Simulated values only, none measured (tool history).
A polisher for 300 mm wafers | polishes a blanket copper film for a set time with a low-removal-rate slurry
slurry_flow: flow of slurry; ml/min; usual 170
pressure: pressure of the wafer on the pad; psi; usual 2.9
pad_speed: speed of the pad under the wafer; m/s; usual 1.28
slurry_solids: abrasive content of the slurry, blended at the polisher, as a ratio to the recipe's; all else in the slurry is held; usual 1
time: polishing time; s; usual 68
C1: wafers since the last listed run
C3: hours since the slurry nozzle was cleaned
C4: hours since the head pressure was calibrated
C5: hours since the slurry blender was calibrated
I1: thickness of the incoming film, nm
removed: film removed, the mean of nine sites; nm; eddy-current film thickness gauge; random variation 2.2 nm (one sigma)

Run 1, day 0: usual settings but pressure 3.3 psi; C1 0; wafers polished on this pad 315; C3 220.6; C4 425; C5 399.6; I1 744. Result: removed 276.2 nm.
At day 0.483: slurry blender recalibrated.
At day 2.017: slurry nozzle cleaned.
Run 2, day 2.4: usual settings; C1 487; wafers polished on this pad 802; C3 9.2; C4 482.6; C5 46; I1 757.8. Result: removed 258.4 nm.
Run 3, day 3.658: usual settings; C1 269; wafers polished on this pad 1072; C3 39.4; C4 512.8; C5 76.2; I1 752.5. Result: removed 258.9 nm.
At day 5.729: worn pad replaced by a new one.
Run 4, day 5.825: usual settings; C1 428; wafers polished on this pad 20; C3 91.4; C4 564.8; C5 128.2; I1 753.9. Result: removed 250.6 nm.
Run 5, day 7.25: usual settings but slurry_flow 125 ml/min; C1 305; wafers polished on this pad 325; C3 125.6; C4 599; C5 162.4; I1 745.9. Result: removed 234.9 nm.
Run 6, day 8.983: usual settings but slurry_flow 125 ml/min; C1 371; wafers polished on this pad 696; C3 167.2; C4 640.6; C5 204; I1 752. Result: removed 234.6 nm.
At day 10.171: head pressure recalibrated.
Run 7, day 10.296: usual settings but slurry_flow 125 ml/min; C1 263; wafers polished on this pad 959; C3 198.7; C4 3; C5 235.5; I1 743. Result: removed 234.5 nm.
At day 11.95: worn pad replaced by a new one.
Run 8, day 12.838: usual settings but pressure 3.5 psi, pad_speed 1.7 m/s, slurry_solids 0.9, time 83 s; C1 508; wafers polished on this pad 190; C3 259.7; C4 64; C5 296.5; I1 741.6. Result: removed 471.9 nm.
At day 12.95: slurry nozzle cleaned.
Run 9, day 14.812: usual settings but slurry_solids 1.1, time 81 s; C1 413; wafers polished on this pad 604; C3 44.7; C4 111.4; C5 343.9; I1 757. Result: removed 299.4 nm.
At day 17.479: worn pad replaced by a new one, of another model than before.
Run 10, day 17.504: usual settings; C1 540; wafers polished on this pad 5; C3 109.3; C4 176; C5 408.5; I1 745.7. Result: removed 244.3 nm.
At day 18.562: slurry blender recalibrated.
Run 11, day 18.892: usual settings but slurry_solids 0.8; C1 279; wafers polished on this pad 284; C3 142.6; C4 209.3; C5 7.9; I1 753.6. Result: removed 245.4 nm.
Run 12, day 21.521: usual settings; C1 562; wafers polished on this pad 847; C3 205.7; C4 272.4; C5 71; I1 755.3. Result: removed 253.7 nm.
At day 23.371: worn pad replaced by a new one.
Run 13, day 24.471: usual settings but slurry_flow 135 ml/min, pressure 2.5 psi, pad_speed 1.56 m/s; C1 595; wafers polished on this pad 235; C3 276.5; C4 343.2; C5 141.8; I1 754.5. Result: removed 247.2 nm.
At day 25.517: slurry nozzle cleaned.
Run 14, day 26.858: usual settings; C1 502; wafers polished on this pad 737; C3 32.2; C4 400.5; C5 199.1; I1 747.9. Result: removed 245.8 nm.
Run 15, day 28.862: usual settings but pad_speed 1 m/s, time 45 s; C1 429; wafers polished on this pad 1166; C3 80.3; C4 448.6; C5 247.2; I1 753.7. Result: removed 134 nm.

5 ways to go on from here, each from the tool as it stands after run 15. What would each give?
Run A, day 28.879: usual settings; C1 3; wafers polished on this pad 1170; C3 80.7; C4 449; C5 247.6; I1 746.4. Result: removed ?.
Run B, day 28.879: usual settings but pressure 3.8 psi, pad_speed 1.64 m/s, time 86 s; C1 3; wafers polished on this pad 1170; C3 80.7; C4 449; C5 247.6; I1 746.4. Result: removed ?.
Run C, day 28.879: usual settings but slurry_flow 115 ml/min, pad_speed 1.66 m/s; C1 3; wafers polished on this pad 1170; C3 80.7; C4 449; C5 247.6; I1 746.4. Result: removed ?.
Run D, day 28.879: usual settings but pad_speed 1.72 m/s; C1 3; wafers polished on this pad 1170; C3 80.7; C4 449; C5 247.6; I1 746.4. Result: removed ?.
Run E, day 28.879: usual settings but slurry_flow 200 ml/min, pressure 3.2 psi, pad_speed 1.62 m/s, slurry_solids 1.15; C1 3; wafers polished on this pad 1170; C3 80.7; C4 449; C5 247.6; I1 746.4. Result: removed ?.

run  removed
  A    248.8
  B    462.8
  C      254
  D    316.6
  E    344.5
Without the tool's hidden state the same runs would have given:
run  removed
  A    263.7
  B    490.5
  C    269.2
  D    335.6
  E    365.6
